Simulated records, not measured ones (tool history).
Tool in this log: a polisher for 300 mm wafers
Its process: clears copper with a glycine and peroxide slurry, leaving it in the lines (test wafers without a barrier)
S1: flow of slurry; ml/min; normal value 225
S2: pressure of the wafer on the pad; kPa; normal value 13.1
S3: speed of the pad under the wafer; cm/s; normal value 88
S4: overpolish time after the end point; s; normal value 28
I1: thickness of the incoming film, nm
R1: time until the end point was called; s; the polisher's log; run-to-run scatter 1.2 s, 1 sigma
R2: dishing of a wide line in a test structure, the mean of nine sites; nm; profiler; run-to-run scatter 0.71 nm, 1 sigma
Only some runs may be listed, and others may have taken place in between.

{"run": 1, "hour": 0.0, "S1": 225, "S2": 13.1, "S3": 88, "S4": 28, "I1": 355.7, "R1": 115.3, "R2": 60.4}
{"hour": 49.7, "done": "head pressure recalibrated"}
{"run": 2, "hour": 67.9, "S1": 225, "S2": 13.1, "S3": 88, "S4": 28, "I1": 354.4, "R1": 119.6, "R2": 58.7}
{"run": 3, "hour": 125.1, "S1": 225, "S2": 13.1, "S3": 88, "S4": 28, "I1": 360, "R1": 125.9, "R2": 56.5}
{"hour": 135.2, "done": "worn pad replaced by a new one"}
{"run": 4, "hour": 176.4, "S1": 225, "S2": 16.5, "S3": 88, "S4": 28, "I1": 357.1, "R1": 95.9, "R2": 70.5}
{"hour": 185.5, "done": "slurry nozzle cleaned"}
{"run": 5, "hour": 275.6, "S1": 225, "S2": 16.5, "S3": 88, "S4": 28, "I1": 360, "R1": 102.9, "R2": 66.1}
{"hour": 315.8, "done": "worn pad replaced by a new one"}
{"run": 6, "hour": 334.6, "S1": 225, "S2": 16.5, "S3": 88, "S4": 28, "I1": 355.5, "R1": 93.7, "R2": 70.2}
{"run": 7, "hour": 392.4, "S1": 225, "S2": 13.1, "S3": 88, "S4": 21, "I1": 363.5, "R1": 115.2, "R2": 48.7}
{"run": 8, "hour": 428.7, "S1": 150, "S2": 13.1, "S3": 106, "S4": 28, "I1": 358.3, "R1": 107.1, "R2": 64.2}
{"hour": 440.4, "done": "slurry nozzle cleaned"}
{"hour": 476.8, "done": "worn pad replaced by a new one"}
{"run": 9, "hour": 498.8, "S1": 225, "S2": 13.1, "S3": 88, "S4": 28, "I1": 364.5, "R1": 116.6, "R2": 61.1}
{"run": 10, "hour": 546.4, "S1": 180, "S2": 15.9, "S3": 88, "S4": 28, "I1": 357.3, "R1": 101.9, "R2": 68.1}
{"run": 11, "hour": 633.5, "S1": 225, "S2": 13.1, "S3": 88, "S4": 19, "I1": 358.6, "R1": 123.1, "R2": 42.5}
{"hour": 651.1, "done": "worn pad replaced by a new one"}
{"hour": 704.6, "done": "head pressure recalibrated"}
{"run": 12, "hour": 733.5, "S1": 225, "S2": 13.1, "S3": 78, "S4": 33, "I1": 355.9, "R1": 128.1, "R2": 64}
{"hour": 739.6, "done": "slurry nozzle cleaned"}
{"run": 13, "hour": 795.3, "S1": 290, "S2": 13.1, "S3": 88, "S4": 37, "I1": 358.7, "R1": 116.6, "R2": 70.5}
{"hour": 804.3, "done": "worn pad replaced by a new one"}
{"run": 14, "hour": 858.8, "S1": 225, "S2": 13.1, "S3": 70, "S4": 13, "I1": 357.2, "R1": 134.6, "R2": 28.5}
{"run": 15, "hour": 896.8, "S1": 225, "S2": 13.1, "S3": 88, "S4": 28, "I1": 355.6, "R1": 118.2, "R2": 59.7}

Below, each run's measurement less what the same run would have read without the hidden state. Both values contain the same run-to-run variation, but the gauge's scatter may not be the same in both:
The tool's hidden condition here consists of: removal rate lost through wear of the pad, %; slurry flow missing at the pad, %; deviation of the head's pressure from its setpoint, %.
run=1 R1=+2.7 R2=-1
run=2 R1=+7.3 R2=-2.7
run=3 R1=+14.1 R2=-5.2
run=4 R1=+1.6 R2=-0.8
run=5 R1=+6.7 R2=-3.2
run=6 R1=+0.4 R2=-0.2
run=7 R1=+2.2 R2=-0.7
run=8 R1=+3.9 R2=-1.7
run=9 R1=+0.3 R2=-0.1
run=10 R1=+1.4 R2=-0.7
run=11 R1=+8.2 R2=-2.5
run=12 R1=+3.8 R2=-1.4
run=13 R1=+7.9 R2=-3.3
run=14 R1=+2.3 R2=-0.4
run=15 R1=+3.8 R2=-1.4
